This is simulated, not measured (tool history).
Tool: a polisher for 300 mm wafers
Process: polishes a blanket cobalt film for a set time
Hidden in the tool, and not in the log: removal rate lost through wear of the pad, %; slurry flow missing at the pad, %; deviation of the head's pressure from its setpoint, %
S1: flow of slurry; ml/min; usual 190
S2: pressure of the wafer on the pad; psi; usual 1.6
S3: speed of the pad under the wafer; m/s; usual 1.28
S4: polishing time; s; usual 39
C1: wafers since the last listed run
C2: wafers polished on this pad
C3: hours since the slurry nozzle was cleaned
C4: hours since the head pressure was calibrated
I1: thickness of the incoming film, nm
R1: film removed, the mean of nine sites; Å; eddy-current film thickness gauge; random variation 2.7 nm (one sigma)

run 1 hour=0 | S1=190 S2=1.6 S3=1.28 S4=39 | C1=0 C2=956 C3=137.8 C4=215.1 | I1=1477.2 | R1=1865
run 2 hour=51.9 | S1=190 S2=1.6 S3=1.28 S4=39 | C1=574 C2=1530 C3=189.7 C4=267 | I1=1481 | R1=1861
run 3 hour=127.5 | S1=190 S2=1.6 S3=1.28 S4=39 | C1=837 C2=2367 C3=265.3 C4=342.6 | I1=1466.3 | R1=1885
run 4 hour=223.9 | S1=190 S2=1.6 S3=1.28 S4=39 | C1=1067 C2=3435 C3=361.7 C4=439 | I1=1459.2 | R1=1761
-- hour=241 slurry nozzle cleaned
run 5 hour=287.8 | S1=190 S2=1.6 S3=1.28 S4=39 | C1=696 C2=4131 C3=46.8 C4=502.9 | I1=1461.4 | R1=1871
-- hour=323.7 worn pad replaced by a new one
run 6 hour=383.7 | S1=190 S2=1.6 S3=1.28 S4=39 | C1=1017 C2=664 C3=142.7 C4=598.8 | I1=1443.5 | R1=1857
run 7 hour=475.9 | S1=190 S2=1.6 S3=1.28 S4=36 | C1=1020 C2=1685 C3=234.9 C4=691 | I1=1475.4 | R1=1706
run 8 hour=573.6 | S1=190 S2=1.6 S3=1.28 S4=36 | C1=1081 C2=2766 C3=332.6 C4=788.7 | I1=1479.4 | R1=1673
run 9 hour=646.2 | S1=190 S2=1.6 S3=1.28 S4=36 | C1=803 C2=3570 C3=405.2 C4=861.3 | I1=1481.3 | R1=1598
-- hour=659.2 slurry nozzle cleaned
run 10 hour=683.8 | S1=220 S2=1.6 S3=1.28 S4=31 | C1=405 C2=3975 C3=24.6 C4=898.9 | I1=1447 | R1=1550
-- hour=742.1 worn pad replaced by a new one
run 11 hour=775.3 | S1=220 S2=1.6 S3=1.28 S4=31 | C1=968 C2=367 C3=116.1 C4=990.4 | I1=1434.1 | R1=1526
run 12 hour=860.4 | S1=220 S2=1.6 S3=1.28 S4=31 | C1=942 C2=1309 C3=201.2 C4=1075.5 | I1=1460.9 | R1=1506
-- hour=949.7 head pressure recalibrated
run 13 hour=956.9 | S1=190 S2=1.6 S3=1.28 S4=48 | C1=1046 C2=2355 C3=297.7 C4=7.2 | I1=1458.8 | R1=2291
-- hour=999.2 slurry nozzle cleaned
run 14 hour=1001.4 | S1=235 S2=2.2 S3=1.28 S4=47 | C1=481 C2=2837 C3=2.2 C4=51.7 | I1=1445.6 | R1=3202
run 15 hour=1064.4 | S1=190 S2=1.9 S3=0.86 S4=49 | C1=697 C2=3534 C3=65.2 C4=114.7 | I1=1489.7 | R1=1976
-- hour=1113.8 worn pad replaced by a new one
run 16 hour=1145.2 | S1=245 S2=1.6 S3=1.28 S4=48 | C1=850 C2=347 C3=146 C4=195.5 | I1=1457.9 | R1=2378
run 17 hour=1206.1 | S1=230 S2=1.3 S3=1.56 S4=45 | C1=674 C2=1022 C3=206.9 C4=256.4 | I1=1464.4 | R1=2058
run 18 hour=1255.9 | S1=190 S2=1.6 S3=0.94 S4=39 | C1=551 C2=1573 C3=256.7 C4=306.2 | I1=1442.9 | R1=1390
run 19 hour=1331.9 | S1=190 S2=1.6 S3=1.28 S4=39 | C1=841 C2=2414 C3=332.7 C4=382.2 | I1=1458.8 | R1=1803
run 20 hour=1383.8 | S1=190 S2=1.6 S3=1.28 S4=39 | C1=574 C2=2989 C3=384.6 C4=434.1 | I1=1488.4 | R1=1779
-- hour=1418.4 slurry nozzle cleaned
run 21 hour=1456 | S1=225 S2=1.6 S3=1.28 S4=46 | C1=788 C2=3777 C3=37.6 C4=506.3 | I1=1490.3 | R1=2287
-- hour=1525.7 worn pad replaced by a new one
run 22 hour=1526.2 | S1=190 S2=1.6 S3=1.28 S4=39 | C1=732 C2=6 C3=107.8 C4=576.5 | I1=1443.8 | R1=1869

The next listed run, before its measurement:
run 23 hour=1618.7 | S1=250 S2=1.8 S3=1.42 S4=39 | C1=1024 C2=1030 C3=200.3 C4=669 | I1=1457 | R1=?

Run 23 gave R1 2330 Å.
Without the tool's hidden state the same run would have given R1 2358 Å.
